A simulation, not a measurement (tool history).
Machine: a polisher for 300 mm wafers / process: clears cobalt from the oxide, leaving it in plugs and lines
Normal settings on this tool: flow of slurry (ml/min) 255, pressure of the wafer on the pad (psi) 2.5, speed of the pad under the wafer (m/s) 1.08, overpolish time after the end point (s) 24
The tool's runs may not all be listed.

| run | day | flow of slurry (ml/min) | pressure of the wafer on the pad (psi) | speed of the pad under the wafer (m/s) | overpolish time after the end point (s) | wafers since the last listed run | wafers polished on this pad | hours since the slurry nozzle was cleaned | hours since the head pressure was calibrated | incoming thickness of the incoming film, nm | time until the end point was called (s) | dishing of a wide line in a test structure (Å) |
|---|---|---|---|---|---|---|---|---|---|---|---|---|
| 1 | 0 | 255 | 2.5 | 0.84 | 24 | 0 | 2683 | 822 | 104.6 | 304.1 | 69 | 454 |
|  | 0.717 | slurry nozzle cleaned |
| 2 | 3.483 | 255 | 2.5 | 0.84 | 24 | 820 | 3503 | 66.4 | 188.2 | 312.1 | 67.4 | 454 |
|  | 5.171 | worn pad replaced by a new one |
| 3 | 5.438 | 255 | 2.5 | 0.84 | 24 | 426 | 63 | 113.3 | 235.1 | 310.9 | 59.4 | 465 |
| 4 | 7.454 | 255 | 2.5 | 1.08 | 24 | 480 | 544 | 161.7 | 283.5 | 308.1 | 48 | 482 |
| 5 | 9.158 | 255 | 3.1 | 1.08 | 17 | 406 | 950 | 202.6 | 324.4 | 307.3 | 42.8 | 460 |
| 6 | 11.617 | 255 | 2.5 | 1.24 | 24 | 586 | 1536 | 261.6 | 383.4 | 314.1 | 45 | 475 |
| 7 | 15.704 | 255 | 2.5 | 1.24 | 24 | 974 | 2511 | 359.7 | 481.5 | 309.1 | 46.7 | 496 |
|  | 19.121 | worn pad replaced by a new one |
| 8 | 19.95 | 255 | 2.5 | 1.24 | 24 | 972 | 197 | 461.6 | 583.4 | 311.1 | 42.2 | 483 |
| 9 | 23.617 | 255 | 2.5 | 1.08 | 24 | 874 | 1071 | 549.6 | 671.4 | 313.5 | 52.1 | 471 |
| 10 | 26.092 | 255 | 2.5 | 1.08 | 14 | 590 | 1661 | 609 | 730.8 | 310.8 | 52.7 | 405 |
| 11 | 29.908 | 255 | 2.5 | 1.08 | 14 | 909 | 2571 | 700.6 | 822.4 | 311.8 | 53.9 | 386 |
|  | 32.796 | worn pad replaced by a new one |
| 12 | 33.192 | 255 | 2.5 | 1.08 | 14 | 743 | 94 | 779.4 | 901.2 | 310.7 | 49.4 | 427 |
|  | 36.542 | slurry nozzle cleaned |
| 13 | 36.975 | 255 | 1.8 | 1.4 | 24 | 892 | 986 | 10.4 | 992 | 315.7 | 47.7 | 486 |
| 14 | 39.925 | 255 | 2.5 | 1.08 | 24 | 703 | 1689 | 81.2 | 1062.8 | 315.8 | 52.5 | 466 |
|  | 40.092 | head pressure recalibrated |
| 15 | 43.379 | 210 | 2.5 | 1.08 | 24 | 803 | 2493 | 164.1 | 78.9 | 305.7 | 54.2 | 470 |
| 16 | 45.196 | 330 | 2.3 | 1.44 | 19 | 433 | 2926 | 207.7 | 122.5 | 309.1 | 40.8 | 463 |
|  | 45.879 | worn pad replaced by a new one |
| 17 | 46.871 | 325 | 2.5 | 0.78 | 24 | 359 | 236 | 247.9 | 162.7 | 315.3 | 66.4 | 451 |
| 18 | 49.762 | 255 | 2.5 | 1.08 | 11 | 689 | 925 | 317.3 | 232.1 | 309.1 | 49.7 | 369 |
| 19 | 52.521 | 255 | 2.5 | 1.08 | 24 | 657 | 1583 | 383.5 | 298.3 | 303.9 | 51.7 | 479 |
| 20 | 56.229 | 335 | 2.8 | 0.7 | 17 | 884 | 2467 | 472.5 | 387.3 | 313.4 | 74.7 | 384 |
|  | 58.392 | worn pad replaced by a new one |
| 21 | 59.342 | 255 | 2.5 | 1.08 | 17 | 702 | 226 | 547.2 | 462 | 304.9 | 48.4 | 439 |
| 22 | 61.471 | 200 | 2.8 | 1.08 | 24 | 507 | 734 | 598.3 | 513.1 | 303.5 | 47.4 | 476 |
| 23 | 64.954 | 180 | 2.1 | 1.08 | 12 | 830 | 1564 | 681.9 | 596.7 | 309.2 | 62.6 | 345 |
| 24 | 66.508 | 255 | 2.5 | 1.18 | 12 | 370 | 1935 | 719.2 | 634 | 314.3 | 50.2 | 395 |
|  | 70.388 | slurry nozzle cleaned |
| 25 | 73.375 | 255 | 2.5 | 1.08 | 24 | 1627 | 3562 | 71.7 | 798.8 | 313.8 | 53.5 | 480 |

Each row is a separate what-if for the run after 25, all from the same tool condition, not one after another. Results?
| A | 73.392 | 255 | 2.3 | 1.08 | 24 | 3 | 3566 | 72.1 | 799.2 | 311.1 | ? | ? |
| B | 73.392 | 255 | 3.4 | 1.08 | 29 | 3 | 3566 | 72.1 | 799.2 | 311.1 | ? | ? |
| C | 73.392 | 255 | 2.5 | 0.82 | 24 | 3 | 3566 | 72.1 | 799.2 | 311.1 | ? | ? |
| D | 73.392 | 255 | 2.5 | 1.08 | 12 | 3 | 3566 | 72.1 | 799.2 | 311.1 | ? | ? |
| E | 73.392 | 255 | 1.8 | 1.08 | 35 | 3 | 3566 | 72.1 | 799.2 | 311.1 | ? | ? |

| run | time until the end point was called (s) | dishing of a wide line in a test structure (Å) |
|---|---|---|
| A | 54.9 | 459 |
| B | 42 | 484 |
| C | 68.5 | 436 |
| D | 52 | 372 |
| E | 63.8 | 476 |
The same runs, with their run-to-run variation unchanged, on a tool lacking any hidden condition would have given:
| run | time until the end point was called (s) | dishing of a wide line in a test structure (Å) |
|---|---|---|
| A | 47.1 | 471 |
| B | 36.1 | 488 |
| C | 58.8 | 453 |
| D | 44.6 | 397 |
| E | 54.8 | 484 |
